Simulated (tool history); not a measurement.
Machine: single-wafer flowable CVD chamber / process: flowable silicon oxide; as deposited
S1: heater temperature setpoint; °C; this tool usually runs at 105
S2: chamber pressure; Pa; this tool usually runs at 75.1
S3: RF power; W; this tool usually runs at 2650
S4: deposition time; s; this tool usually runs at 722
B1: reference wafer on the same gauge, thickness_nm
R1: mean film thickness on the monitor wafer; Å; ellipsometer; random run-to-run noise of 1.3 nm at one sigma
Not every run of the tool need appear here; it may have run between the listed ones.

run   hour   S1    S2    S3   S4       B1       R1
  1    0.0  105  75.1  2650  722  223.252  2398.06
  2   33.1  105  75.1  2650  722  222.889  2383.36
  3   77.1  105  75.1  2650  722  223.069  2375.47
  4  126.6  105  75.1  2650  722  223.638  2383.61
  5  172.7  105  75.1  2650  722  222.735  2393.19
  6  215.4  105  75.1  2650  722  222.938  2390.03
  7  280.7  105  75.1  2650  722  223.077  2383.79
     335.3  -- showerhead replaced
     337.3  -- capacitance manometer re-zeroed and calibrated
  8  341.2  105  75.1  2650  722  223.034  2412.01
  9  410.2  105  75.1  2880  722  223.372  2391.66
 10  461.3  105  75.1  2650  722  222.947  2403.64
     487.4  -- gauge calibrated
 11  503.3  105  75.1  2650  837  223.027  2771.13
     527.2  -- thermocouple changed; heater temperature recalibrated
 12  568.7  105  75.1  2910  638  223.006  2129.60
     632.4  -- RF generator calibrated
 13  637.9   95  75.1  2650  776  222.971  3518.41
 14  675.0  105  75.1  2650  722  223.404  2392.01
 15  735.0  105  75.1  2650  722  222.937  2406.93
 16  763.6  105  75.1  2230  792  222.713  2616.35
 17  793.8  112  69.1  2300  653  223.384  1597.71
 18  836.0  105  86.4  2650  722  223.224  2771.62

Below are 4 alternative next runs, each starting from the tool's condition after run 18. Predict each:
  A  836.6   97  75.1  2650  722   ?   ?
  B  836.6  109  62.7  2990  775   ?   ?
  C  836.6  105  64.1  2470  790   ?   ?
  D  836.6  114  75.1  2650  722   ?   ?

run       B1       R1
  A  222.716  3064.62
  B  222.716  1920.03
  C  222.716  2238.05
  D  222.716  1831.13
Stripped of hidden state, with their random variation kept, the same runs would have yielded:
run       R1
  A  3064.62
  B  1920.03
  C  2238.05
  D  1831.13
